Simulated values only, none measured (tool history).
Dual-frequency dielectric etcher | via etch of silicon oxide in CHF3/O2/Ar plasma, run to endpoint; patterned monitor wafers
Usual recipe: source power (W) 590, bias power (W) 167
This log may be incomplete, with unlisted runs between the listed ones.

run,hour,source power (W),bias power (W),"incoming incoming film thickness, nm",endpoint time (s)
1,0,590,167,727.5,354.7
2,16.3,590,167,728.1,354.2
3,36.6,590,167,732,358.3
4,59.3,590,167,730.9,357.4
5,85.5,590,167,733.7,354.2
6,115.4,590,195,725.8,332.3
7,140.8,590,195,728.7,333.3
8,165.9,590,195,738.1,336.9
9,189.3,590,167,727.6,350.9
10,208.7,590,167,730.5,354.4
11,233.1,590,167,734.5,354.1
12,249.6,590,180,729.6,341.7
# hour 296.3: upper electrode replaced
13,296.8,590,180,730.7,341.8
14,299.7,590,180,727.4,338.4
15,328.7,590,182,739.2,343.4
16,355.8,480,207,731.9,357.5
# hour 398.1: wet clean of the chamber
17,398.6,730,180,735.1,301.3
18,454.9,590,167,728.2,340.5
19,504,440,153,730,411.3
20,516.7,730,131,725.4,334
# hour 525.4: source power generator calibrated
# hour 547: wet clean of the chamber, repeated, since the last time left the tool worse
# hour 591.6: bias power generator calibrated
21,603.8,590,167,729.6,358.8
22,626.3,450,144,730.2,439.7
23,650.4,590,167,727,356.7
24,676.4,590,167,737.5,362.8
25,695.2,630,167,735.5,347.4
26,714.4,460,207,732.8,374.4
27,738.6,510,183,731.1,369.7
28,753.9,710,167,735.5,326
29,786.6,590,167,729.5,356.3

3 options for the next run, each taken on its own from the tool as it stands now. Forecast them:
A,787.1,590,167,727,?
B,787.1,530,128,727,?
C,787.1,590,181,727,?

run,endpoint time (s)
A,350.9
B,412.2
C,339.8
Without the tool's unlogged condition, the same runs would have read:
run,endpoint time (s)
A,357.3
B,419.7
C,346
